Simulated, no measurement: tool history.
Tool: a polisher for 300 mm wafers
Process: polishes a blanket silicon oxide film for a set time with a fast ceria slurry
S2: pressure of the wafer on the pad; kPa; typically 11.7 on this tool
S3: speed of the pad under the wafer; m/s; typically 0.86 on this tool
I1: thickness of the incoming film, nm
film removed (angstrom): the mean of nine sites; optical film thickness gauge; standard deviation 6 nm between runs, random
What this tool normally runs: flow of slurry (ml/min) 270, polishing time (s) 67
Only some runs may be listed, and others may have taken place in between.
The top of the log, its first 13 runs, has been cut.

{"run": 14, "hour": 975.2, "flow of slurry (ml/min)": 270, "S2": 11.7, "S3": 0.86, "polishing time (s)": 67, "I1": 2896.2, "film removed (angstrom)": 5390}
{"run": 15, "hour": 1038.2, "flow of slurry (ml/min)": 270, "S2": 11.7, "S3": 0.86, "polishing time (s)": 67, "I1": 2919, "film removed (angstrom)": 5351}
{"hour": 1080.2, "done": "slurry nozzle cleaned"}
{"hour": 1093.5, "done": "worn pad replaced by a new one"}
{"run": 16, "hour": 1098.2, "flow of slurry (ml/min)": 270, "S2": 11.7, "S3": 0.86, "polishing time (s)": 67, "I1": 2858.5, "film removed (angstrom)": 5269}
{"hour": 1114.6, "done": "head pressure recalibrated"}
{"run": 17, "hour": 1348.1, "flow of slurry (ml/min)": 270, "S2": 11.7, "S3": 0.86, "polishing time (s)": 53, "I1": 2968.5, "film removed (angstrom)": 4079}
{"run": 18, "hour": 1445.3, "flow of slurry (ml/min)": 270, "S2": 11.7, "S3": 0.86, "polishing time (s)": 53, "I1": 2955.7, "film removed (angstrom)": 4075}
{"run": 19, "hour": 1485.9, "flow of slurry (ml/min)": 350, "S2": 11.7, "S3": 1.06, "polishing time (s)": 61, "I1": 2910.1, "film removed (angstrom)": 6058}
{"run": 20, "hour": 1589.7, "flow of slurry (ml/min)": 270, "S2": 11.7, "S3": 0.6, "polishing time (s)": 48, "I1": 2920.6, "film removed (angstrom)": 2584}
{"run": 21, "hour": 1632.0, "flow of slurry (ml/min)": 295, "S2": 11.7, "S3": 0.86, "polishing time (s)": 73, "I1": 2915.7, "film removed (angstrom)": 5628}
{"run": 22, "hour": 1709.5, "flow of slurry (ml/min)": 325, "S2": 13.1, "S3": 0.96, "polishing time (s)": 85, "I1": 2919.1, "film removed (angstrom)": 8329}
{"hour": 1748.3, "done": "worn pad replaced by a new one"}
{"hour": 1763.0, "done": "slurry nozzle cleaned, repeated, since the last time left the tool worse"}
{"run": 23, "hour": 1766.7, "flow of slurry (ml/min)": 270, "S2": 11.7, "S3": 0.86, "polishing time (s)": 67, "I1": 2870.8, "film removed (angstrom)": 5566}
{"run": 24, "hour": 1873.9, "flow of slurry (ml/min)": 270, "S2": 11.7, "S3": 0.86, "polishing time (s)": 82, "I1": 2864.6, "film removed (angstrom)": 6750}
{"run": 25, "hour": 1929.3, "flow of slurry (ml/min)": 270, "S2": 14.5, "S3": 0.7, "polishing time (s)": 74, "I1": 2920, "film removed (angstrom)": 6141}
{"run": 26, "hour": 1977.3, "flow of slurry (ml/min)": 270, "S2": 11.7, "S3": 1, "polishing time (s)": 77, "I1": 2912.3, "film removed (angstrom)": 7295}
{"run": 27, "hour": 2037.5, "flow of slurry (ml/min)": 270, "S2": 11.7, "S3": 0.86, "polishing time (s)": 67, "I1": 2908, "film removed (angstrom)": 5513}
{"run": 28, "hour": 2077.7, "flow of slurry (ml/min)": 270, "S2": 11.7, "S3": 0.86, "polishing time (s)": 67, "I1": 2896, "film removed (angstrom)": 5397}
{"hour": 2185.5, "done": "head pressure recalibrated"}
{"run": 29, "hour": 2311.7, "flow of slurry (ml/min)": 300, "S2": 15.9, "S3": 1.12, "polishing time (s)": 82, "I1": 2914.4, "film removed (angstrom)": 11433}
{"hour": 2333.0, "done": "worn pad replaced by a new one"}
{"run": 30, "hour": 2351.6, "flow of slurry (ml/min)": 270, "S2": 11.7, "S3": 0.96, "polishing time (s)": 67, "I1": 2957.2, "film removed (angstrom)": 5979}
{"run": 31, "hour": 2435.2, "flow of slurry (ml/min)": 185, "S2": 11.7, "S3": 0.86, "polishing time (s)": 67, "I1": 2863.2, "film removed (angstrom)": 5079}
{"hour": 2456.7, "done": "slurry nozzle cleaned"}
{"run": 32, "hour": 2541.3, "flow of slurry (ml/min)": 320, "S2": 11.7, "S3": 0.86, "polishing time (s)": 67, "I1": 2877, "film removed (angstrom)": 5534}
{"run": 33, "hour": 2591.0, "flow of slurry (ml/min)": 270, "S2": 9, "S3": 1.08, "polishing time (s)": 67, "I1": 2949.4, "film removed (angstrom)": 5264}
{"run": 34, "hour": 2660.7, "flow of slurry (ml/min)": 270, "S2": 11.7, "S3": 0.72, "polishing time (s)": 67, "I1": 2928.3, "film removed (angstrom)": 4591}
{"run": 35, "hour": 2768.5, "flow of slurry (ml/min)": 270, "S2": 11.7, "S3": 0.86, "polishing time (s)": 67, "I1": 2891.8, "film removed (angstrom)": 5402}
{"run": 36, "hour": 2827.5, "flow of slurry (ml/min)": 205, "S2": 11.7, "S3": 0.86, "polishing time (s)": 67, "I1": 2948.5, "film removed (angstrom)": 5138}
{"hour": 2836.8, "done": "worn pad replaced by a new one"}
{"run": 37, "hour": 2907.6, "flow of slurry (ml/min)": 270, "S2": 10.3, "S3": 0.7, "polishing time (s)": 67, "I1": 2918.2, "film removed (angstrom)": 3913}

Here are 3 independent what-if runs from the current tool condition. What would each one return?
{"run": "A", "hour": 2908.0, "flow of slurry (ml/min)": 210, "S2": 11.7, "S3": 0.86, "polishing time (s)": 67, "I1": 2934.9, "film removed (angstrom)": "?"}
{"run": "B", "hour": 2908.0, "flow of slurry (ml/min)": 360, "S2": 8.3, "S3": 0.74, "polishing time (s)": 83, "I1": 2934.9, "film removed (angstrom)": "?"}
{"run": "C", "hour": 2908.0, "flow of slurry (ml/min)": 300, "S2": 11.7, "S3": 1.12, "polishing time (s)": 46, "I1": 2934.9, "film removed (angstrom)": "?"}

run=A film_removed_(angstrom)=5186
run=B film_removed_(angstrom)=4162
run=C film_removed_(angstrom)=4812
Without the tool's unlogged condition, the same runs would have read:
run=A film_removed_(angstrom)=5278
run=B film_removed_(angstrom)=4209
run=C film_removed_(angstrom)=4876

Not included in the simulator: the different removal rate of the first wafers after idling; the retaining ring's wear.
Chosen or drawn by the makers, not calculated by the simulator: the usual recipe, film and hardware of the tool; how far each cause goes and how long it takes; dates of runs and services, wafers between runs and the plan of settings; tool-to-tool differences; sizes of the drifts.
